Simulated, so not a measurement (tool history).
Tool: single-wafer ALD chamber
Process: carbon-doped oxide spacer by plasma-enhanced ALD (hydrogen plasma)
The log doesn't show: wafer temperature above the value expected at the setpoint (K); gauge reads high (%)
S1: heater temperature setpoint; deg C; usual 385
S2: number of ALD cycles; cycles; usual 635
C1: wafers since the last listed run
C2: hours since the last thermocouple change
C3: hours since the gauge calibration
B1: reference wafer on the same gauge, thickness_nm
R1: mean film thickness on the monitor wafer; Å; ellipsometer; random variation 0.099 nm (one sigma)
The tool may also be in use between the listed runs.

{"run": 1, "day": 0.0, "S1": 394, "S2": 600, "C1": 0, "C2": 2199.9, "C3": 148.3, "B1": 28.446, "R1": 267.63}
{"run": 2, "day": 1.479, "S1": 394, "S2": 600, "C1": 17, "C2": 2235.4, "C3": 183.8, "B1": 28.356, "R1": 266.75}
{"run": 3, "day": 3.758, "S1": 385, "S2": 571, "C1": 27, "C2": 2290.1, "C3": 238.5, "B1": 28.32, "R1": 252.22}
{"run": 4, "day": 6.679, "S1": 385, "S2": 571, "C1": 35, "C2": 2360.2, "C3": 308.6, "B1": 28.238, "R1": 251.88}
{"run": 5, "day": 9.133, "S1": 385, "S2": 571, "C1": 29, "C2": 2419.1, "C3": 367.5, "B1": 28.2, "R1": 252.64}
{"run": 6, "day": 11.104, "S1": 385, "S2": 635, "C1": 23, "C2": 2466.4, "C3": 414.8, "B1": 28.172, "R1": 280.18}
{"run": 7, "day": 13.421, "S1": 391, "S2": 635, "C1": 28, "C2": 2522, "C3": 470.4, "B1": 28.131, "R1": 279.4}
{"run": 8, "day": 15.612, "S1": 391, "S2": 635, "C1": 26, "C2": 2574.6, "C3": 523, "B1": 28.105, "R1": 279.27}
{"day": 16.908, "done": "thermocouple changed; heater temperature recalibrated"}
{"run": 9, "day": 16.929, "S1": 391, "S2": 635, "C1": 11, "C2": 0.5, "C3": 554.6, "B1": 28.121, "R1": 278.83}
{"run": 10, "day": 19.512, "S1": 385, "S2": 544, "C1": 31, "C2": 62.5, "C3": 616.6, "B1": 28.101, "R1": 238.25}
{"run": 11, "day": 22.15, "S1": 385, "S2": 635, "C1": 31, "C2": 125.8, "C3": 679.9, "B1": 28.048, "R1": 278.9}

Forecast run 12:
{"day": 23.842, "done": "gauge calibrated"}
{"run": 12, "day": 24.321, "S1": 385, "S2": 635, "C1": 26, "C2": 177.9, "C3": 11.5, "B1": "?", "R1": "?"}

B1: 28.984
R1: 286.18 Å
Without the tool's hidden state the same run would have given R1 285.33 Å.

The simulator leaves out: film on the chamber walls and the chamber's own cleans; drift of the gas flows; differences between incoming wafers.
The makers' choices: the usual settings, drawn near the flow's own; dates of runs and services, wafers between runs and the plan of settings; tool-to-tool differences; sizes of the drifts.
